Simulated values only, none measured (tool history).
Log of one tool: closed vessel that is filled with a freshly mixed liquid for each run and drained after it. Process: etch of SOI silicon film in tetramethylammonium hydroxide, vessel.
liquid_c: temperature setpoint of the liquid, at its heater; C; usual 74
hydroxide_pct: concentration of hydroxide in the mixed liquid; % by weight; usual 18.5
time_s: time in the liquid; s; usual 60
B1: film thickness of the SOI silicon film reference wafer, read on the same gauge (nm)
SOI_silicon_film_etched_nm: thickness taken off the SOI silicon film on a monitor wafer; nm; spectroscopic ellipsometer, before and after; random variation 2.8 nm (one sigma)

run 1 hour=0.0 | liquid_c=71 hydroxide_pct=18.5 time_s=75 | B1=110.02 | SOI_silicon_film_etched_nm=425.34
run 2 hour=16.1 | liquid_c=74 hydroxide_pct=15.5 time_s=85 | B1=110.00 | SOI_silicon_film_etched_nm=613.61
run 3 hour=34.8 | liquid_c=74 hydroxide_pct=15.5 time_s=85 | B1=110.01 | SOI_silicon_film_etched_nm=617.56
run 4 hour=65.5 | liquid_c=74 hydroxide_pct=15.5 time_s=85 | B1=109.99 | SOI_silicon_film_etched_nm=618.49
run 5 hour=92.5 | liquid_c=74 hydroxide_pct=18.5 time_s=45 | B1=109.99 | SOI_silicon_film_etched_nm=299.78
run 6 hour=111.2 | liquid_c=74 hydroxide_pct=18.5 time_s=45 | B1=109.99 | SOI_silicon_film_etched_nm=299.56
run 7 hour=134.4 | liquid_c=74 hydroxide_pct=18.5 time_s=45 | B1=109.97 | SOI_silicon_film_etched_nm=298.71
run 8 hour=154.4 | liquid_c=74 hydroxide_pct=18.5 time_s=60 | B1=110.00 | SOI_silicon_film_etched_nm=399.66
run 9 hour=167.6 | liquid_c=74 hydroxide_pct=18.5 time_s=60 | B1=109.99 | SOI_silicon_film_etched_nm=398.63
run 10 hour=182.7 | liquid_c=74 hydroxide_pct=20.0 time_s=75 | B1=110.00 | SOI_silicon_film_etched_nm=472.66
run 11 hour=209.4 | liquid_c=74 hydroxide_pct=18.5 time_s=60 | B1=110.01 | SOI_silicon_film_etched_nm=396.84
run 12 hour=221.8 | liquid_c=74 hydroxide_pct=18.5 time_s=60 | B1=109.99 | SOI_silicon_film_etched_nm=397.86
run 13 hour=241.4 | liquid_c=74 hydroxide_pct=18.5 time_s=60 | B1=109.99 | SOI_silicon_film_etched_nm=397.78
-- hour=253.6 hydroxide flow meter replaced
run 14 hour=276.0 | liquid_c=74 hydroxide_pct=18.5 time_s=60 | B1=109.99 | SOI_silicon_film_etched_nm=414.76
run 15 hour=292.8 | liquid_c=74 hydroxide_pct=18.5 time_s=60 | B1=109.98 | SOI_silicon_film_etched_nm=420.55
-- hour=327.4 thermometer replaced
run 16 hour=328.2 | liquid_c=74 hydroxide_pct=18.5 time_s=60 | B1=110.01 | SOI_silicon_film_etched_nm=414.57
run 17 hour=349.8 | liquid_c=74 hydroxide_pct=18.5 time_s=85 | B1=110.02 | SOI_silicon_film_etched_nm=587.03
run 18 hour=381.6 | liquid_c=78 hydroxide_pct=20.0 time_s=45 | B1=109.99 | SOI_silicon_film_etched_nm=377.14
run 19 hour=403.5 | liquid_c=74 hydroxide_pct=23.0 time_s=70 | B1=110.00 | SOI_silicon_film_etched_nm=406.85
run 20 hour=420.7 | liquid_c=72 hydroxide_pct=20.5 time_s=60 | B1=110.01 | SOI_silicon_film_etched_nm=345.00
run 21 hour=441.1 | liquid_c=66 hydroxide_pct=18.5 time_s=30 | B1=109.98 | SOI_silicon_film_etched_nm=127.17
run 22 hour=465.5 | liquid_c=74 hydroxide_pct=18.5 time_s=60 | B1=109.99 | SOI_silicon_film_etched_nm=408.17
-- hour=492.8 gauge calibrated
run 23 hour=493.8 | liquid_c=74 hydroxide_pct=24.0 time_s=30 | B1=110.00 | SOI_silicon_film_etched_nm=160.83
run 24 hour=529.6 | liquid_c=74 hydroxide_pct=13.5 time_s=60 | B1=110.00 | SOI_silicon_film_etched_nm=464.37
run 25 hour=559.3 | liquid_c=78 hydroxide_pct=23.5 time_s=85 | B1=109.99 | SOI_silicon_film_etched_nm=573.96
run 26 hour=599.8 | liquid_c=78 hydroxide_pct=18.5 time_s=35 | B1=110.00 | SOI_silicon_film_etched_nm=299.23
run 27 hour=627.9 | liquid_c=74 hydroxide_pct=18.5 time_s=60 | B1=110.00 | SOI_silicon_film_etched_nm=403.15
run 28 hour=643.2 | liquid_c=77 hydroxide_pct=21.5 time_s=60 | B1=109.99 | SOI_silicon_film_etched_nm=425.74
run 29 hour=655.9 | liquid_c=78 hydroxide_pct=23.5 time_s=85 | B1=109.97 | SOI_silicon_film_etched_nm=570.25
run 30 hour=679.1 | liquid_c=74 hydroxide_pct=18.5 time_s=75 | B1=110.00 | SOI_silicon_film_etched_nm=504.33
run 31 hour=700.5 | liquid_c=78 hydroxide_pct=23.5 time_s=85 | B1=110.00 | SOI_silicon_film_etched_nm=567.91
run 32 hour=726.3 | liquid_c=71 hydroxide_pct=20.5 time_s=90 | B1=109.99 | SOI_silicon_film_etched_nm=474.91
run 33 hour=762.1 | liquid_c=77 hydroxide_pct=23.5 time_s=85 | B1=109.99 | SOI_silicon_film_etched_nm=528.77
run 34 hour=778.2 | liquid_c=74 hydroxide_pct=18.5 time_s=60 | B1=110.01 | SOI_silicon_film_etched_nm=403.10
run 35 hour=793.1 | liquid_c=74 hydroxide_pct=18.5 time_s=60 | B1=110.01 | SOI_silicon_film_etched_nm=400.71

3 ways to go on from here, each from the tool as it stands after run 35. What would each give?
run A hour=793.8 | liquid_c=74 hydroxide_pct=18.5 time_s=35 | B1=? | SOI_silicon_film_etched_nm=?
run B hour=793.8 | liquid_c=74 hydroxide_pct=20.0 time_s=85 | B1=? | SOI_silicon_film_etched_nm=?
run C hour=793.8 | liquid_c=79 hydroxide_pct=18.5 time_s=85 | B1=? | SOI_silicon_film_etched_nm=?

run=A B1=110.00 SOI_silicon_film_etched_nm=231.34
run=B B1=110.00 SOI_silicon_film_etched_nm=536.09
run=C B1=110.00 SOI_silicon_film_etched_nm=745.40
Without the tool's hidden state the same runs would have given:
run=A SOI_silicon_film_etched_nm=242.91
run=B SOI_silicon_film_etched_nm=569.79
run=C SOI_silicon_film_etched_nm=782.66
